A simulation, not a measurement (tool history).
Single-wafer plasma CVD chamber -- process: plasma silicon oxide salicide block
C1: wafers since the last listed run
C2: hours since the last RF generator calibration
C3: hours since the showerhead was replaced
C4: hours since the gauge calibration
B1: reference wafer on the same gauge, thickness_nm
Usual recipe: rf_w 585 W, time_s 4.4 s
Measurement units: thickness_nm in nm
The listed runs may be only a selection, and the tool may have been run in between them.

run 1 day=0 | rf_w=585 time_s=4.21 | C1=0 C2=2209.2 C3=2890.2 C4=173.1 | B1=35.284 | thickness_nm=40.922
run 2 day=0.488 | rf_w=585 time_s=4.21 | C1=282 C2=2220.9 C3=2901.9 C4=184.8 | B1=35.304 | thickness_nm=40.881
run 3 day=0.958 | rf_w=585 time_s=4.21 | C1=272 C2=2232.2 C3=2913.2 C4=196.1 | B1=35.305 | thickness_nm=40.698
run 4 day=1.558 | rf_w=585 time_s=4.4 | C1=347 C2=2246.6 C3=2927.6 C4=210.5 | B1=35.327 | thickness_nm=42.452
run 5 day=2.271 | rf_w=585 time_s=4.4 | C1=412 C2=2263.7 C3=2944.7 C4=227.6 | B1=35.271 | thickness_nm=42.748
run 6 day=2.542 | rf_w=585 time_s=4.4 | C1=156 C2=2270.2 C3=2951.2 C4=234.1 | B1=35.295 | thickness_nm=42.528
run 7 day=3.067 | rf_w=585 time_s=4.4 | C1=304 C2=2282.8 C3=2963.8 C4=246.7 | B1=35.316 | thickness_nm=42.655
run 8 day=3.808 | rf_w=585 time_s=4.4 | C1=429 C2=2300.6 C3=2981.6 C4=264.5 | B1=35.332 | thickness_nm=42.642
run 9 day=4.333 | rf_w=585 time_s=4.4 | C1=304 C2=2313.2 C3=2994.2 C4=277.1 | B1=35.286 | thickness_nm=42.73
run 10 day=4.617 | rf_w=585 time_s=4.4 | C1=164 C2=2320 C3=3001 C4=283.9 | B1=35.334 | thickness_nm=42.4
run 11 day=5.275 | rf_w=585 time_s=4.4 | C1=381 C2=2335.8 C3=3016.8 C4=299.7 | B1=35.297 | thickness_nm=42.523
run 12 day=5.892 | rf_w=585 time_s=4.4 | C1=357 C2=2350.6 C3=3031.6 C4=314.5 | B1=35.333 | thickness_nm=42.532
run 13 day=6.612 | rf_w=495 time_s=3.89 | C1=417 C2=2367.9 C3=3048.9 C4=331.8 | B1=35.326 | thickness_nm=35.771
-- day=7.183 showerhead replaced
run 14 day=7.204 | rf_w=585 time_s=4.4 | C1=149 C2=2382.1 C3=0.5 C4=346 | B1=35.261 | thickness_nm=42.712
run 15 day=7.412 | rf_w=585 time_s=4.74 | C1=120 C2=2387.1 C3=5.5 C4=351 | B1=35.257 | thickness_nm=46.222
-- day=7.762 gauge calibrated
run 16 day=8.021 | rf_w=585 time_s=4.74 | C1=352 C2=2401.7 C3=20.1 C4=6.2 | B1=35.256 | thickness_nm=45.762
run 17 day=8.712 | rf_w=585 time_s=4.4 | C1=400 C2=2418.3 C3=36.7 C4=22.8 | B1=35.278 | thickness_nm=42.557
run 18 day=9.171 | rf_w=585 time_s=4.4 | C1=265 C2=2429.3 C3=47.7 C4=33.8 | B1=35.262 | thickness_nm=42.6
run 19 day=9.721 | rf_w=585 time_s=4.11 | C1=318 C2=2442.5 C3=60.9 C4=47 | B1=35.302 | thickness_nm=39.854
run 20 day=10.062 | rf_w=585 time_s=4.11 | C1=197 C2=2450.7 C3=69.1 C4=55.2 | B1=35.312 | thickness_nm=39.956
run 21 day=10.792 | rf_w=480 time_s=3.94 | C1=422 C2=2468.2 C3=86.6 C4=72.7 | B1=35.236 | thickness_nm=35.936
run 22 day=11.062 | rf_w=495 time_s=4.4 | C1=156 C2=2474.7 C3=93.1 C4=79.2 | B1=35.313 | thickness_nm=40.516
-- day=11.908 RF generator calibrated
run 23 day=11.929 | rf_w=585 time_s=5.13 | C1=308 C2=0.5 C3=113.9 C4=100 | B1=35.329 | thickness_nm=49.717
run 24 day=12.171 | rf_w=680 time_s=3.69 | C1=140 C2=6.3 C3=119.7 C4=105.8 | B1=35.328 | thickness_nm=37.701
run 25 day=12.729 | rf_w=620 time_s=4.4 | C1=323 C2=19.7 C3=133.1 C4=119.2 | B1=35.278 | thickness_nm=43.219
run 26 day=13.142 | rf_w=655 time_s=5.26 | C1=238 C2=29.6 C3=143 C4=129.1 | B1=35.311 | thickness_nm=52.827
run 27 day=13.475 | rf_w=585 time_s=4.4 | C1=193 C2=37.6 C3=151 C4=137.1 | B1=35.288 | thickness_nm=42.677
run 28 day=14.983 | rf_w=585 time_s=4.4 | C1=873 C2=73.8 C3=187.2 C4=173.3 | B1=35.266 | thickness_nm=42.815
run 29 day=15.254 | rf_w=475 time_s=4.4 | C1=156 C2=80.3 C3=193.7 C4=179.8 | B1=35.274 | thickness_nm=39.943
run 30 day=15.554 | rf_w=485 time_s=3.96 | C1=173 C2=87.5 C3=200.9 C4=187 | B1=35.254 | thickness_nm=36.344
run 31 day=16.079 | rf_w=585 time_s=4.16 | C1=304 C2=100.1 C3=213.5 C4=199.6 | B1=35.295 | thickness_nm=40.303
run 32 day=16.675 | rf_w=630 time_s=4.95 | C1=345 C2=114.4 C3=227.8 C4=213.9 | B1=35.352 | thickness_nm=49.079
run 33 day=17.388 | rf_w=585 time_s=4.4 | C1=412 C2=131.5 C3=244.9 C4=231 | B1=35.279 | thickness_nm=42.695
run 34 day=17.958 | rf_w=470 time_s=4.69 | C1=330 C2=145.2 C3=258.6 C4=244.7 | B1=35.315 | thickness_nm=42.612
run 35 day=18.262 | rf_w=585 time_s=3.95 | C1=176 C2=152.5 C3=265.9 C4=252 | B1=35.326 | thickness_nm=38.268
run 36 day=18.729 | rf_w=475 time_s=4.05 | C1=270 C2=163.7 C3=277.1 C4=263.2 | B1=35.268 | thickness_nm=36.739
run 37 day=19.292 | rf_w=585 time_s=4.4 | C1=325 C2=177.2 C3=290.6 C4=276.7 | B1=35.279 | thickness_nm=42.63
run 38 day=19.792 | rf_w=475 time_s=4.05 | C1=289 C2=189.2 C3=302.6 C4=288.7 | B1=35.31 | thickness_nm=36.668
run 39 day=21.483 | rf_w=585 time_s=5.04 | C1=980 C2=229.8 C3=343.2 C4=329.3 | B1=35.236 | thickness_nm=48.826
run 40 day=22.142 | rf_w=585 time_s=4.99 | C1=381 C2=245.6 C3=359 C4=345.1 | B1=35.326 | thickness_nm=48.242
run 41 day=22.683 | rf_w=620 time_s=3.64 | C1=313 C2=258.6 C3=372 C4=358.1 | B1=35.297 | thickness_nm=35.95

Forecast each of these 4 alternatives for the next run:
run A day=22.7 | rf_w=585 time_s=4.4 | C1=9 C2=259 C3=372.4 C4=358.5 | B1=? | thickness_nm=?
run B day=22.7 | rf_w=495 time_s=5.18 | C1=9 C2=259 C3=372.4 C4=358.5 | B1=? | thickness_nm=?
run C day=22.7 | rf_w=690 time_s=4.03 | C1=9 C2=259 C3=372.4 C4=358.5 | B1=? | thickness_nm=?
run D day=22.7 | rf_w=655 time_s=4.4 | C1=9 C2=259 C3=372.4 C4=358.5 | B1=? | thickness_nm=?

run=A B1=35.296 thickness_nm=42.585
run=B B1=35.296 thickness_nm=47.55
run=C B1=35.296 thickness_nm=41.08
run=D B1=35.296 thickness_nm=44.126
With the hidden condition removed and each run's random variation left untouched, the same runs would have given:
run=A thickness_nm=42.585
run=B thickness_nm=47.55
run=C thickness_nm=41.08
run=D thickness_nm=44.126
